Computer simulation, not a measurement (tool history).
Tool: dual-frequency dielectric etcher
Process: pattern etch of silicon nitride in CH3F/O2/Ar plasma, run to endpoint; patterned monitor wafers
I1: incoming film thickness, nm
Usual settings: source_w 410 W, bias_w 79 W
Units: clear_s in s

run 1 hour=0 | source_w=460 bias_w=79 | I1=20.72 | clear_s=27.3
run 2 hour=26.4 | source_w=460 bias_w=79 | I1=20.82 | clear_s=27.8
run 3 hour=55.5 | source_w=410 bias_w=79 | I1=21.03 | clear_s=29.6
run 4 hour=121.3 | source_w=410 bias_w=79 | I1=20.97 | clear_s=29.3
run 5 hour=145.4 | source_w=410 bias_w=79 | I1=20.99 | clear_s=29.7
run 6 hour=164.6 | source_w=410 bias_w=79 | I1=20.78 | clear_s=29.1
run 7 hour=191.8 | source_w=410 bias_w=79 | I1=20.98 | clear_s=29.5
run 8 hour=225.7 | source_w=410 bias_w=79 | I1=20.72 | clear_s=29.3
run 9 hour=240.7 | source_w=410 bias_w=79 | I1=20.67 | clear_s=29.1
run 10 hour=255.1 | source_w=410 bias_w=79 | I1=20.88 | clear_s=29.2
run 11 hour=288.2 | source_w=410 bias_w=79 | I1=20.77 | clear_s=29.6
run 12 hour=314.3 | source_w=410 bias_w=79 | I1=20.66 | clear_s=29
-- hour=347.9 bias power generator calibrated
run 13 hour=348.4 | source_w=490 bias_w=79 | I1=20.74 | clear_s=27.1
-- hour=380 wet clean of the chamber
run 14 hour=380.5 | source_w=490 bias_w=79 | I1=20.95 | clear_s=27
-- hour=421.2 upper electrode replaced
run 15 hour=421.7 | source_w=490 bias_w=79 | I1=20.79 | clear_s=26.9
run 16 hour=422 | source_w=480 bias_w=79 | I1=20.74 | clear_s=27
run 17 hour=434.6 | source_w=480 bias_w=79 | I1=20.93 | clear_s=27.4
run 18 hour=464 | source_w=480 bias_w=79 | I1=21 | clear_s=27.7
run 19 hour=490.1 | source_w=500 bias_w=94 | I1=21.04 | clear_s=25.3
run 20 hour=517.7 | source_w=450 bias_w=60 | I1=20.99 | clear_s=31.4
run 21 hour=541.7 | source_w=410 bias_w=79 | I1=20.75 | clear_s=29.4

Run 22 comes next. What will it give?
run 22 hour=585.6 | source_w=470 bias_w=79 | I1=21.08 | clear_s=?

{"run 22": {"clear_s": 28.2}}
Without the tool's hidden state the same run would have given clear_s 27.8 s.
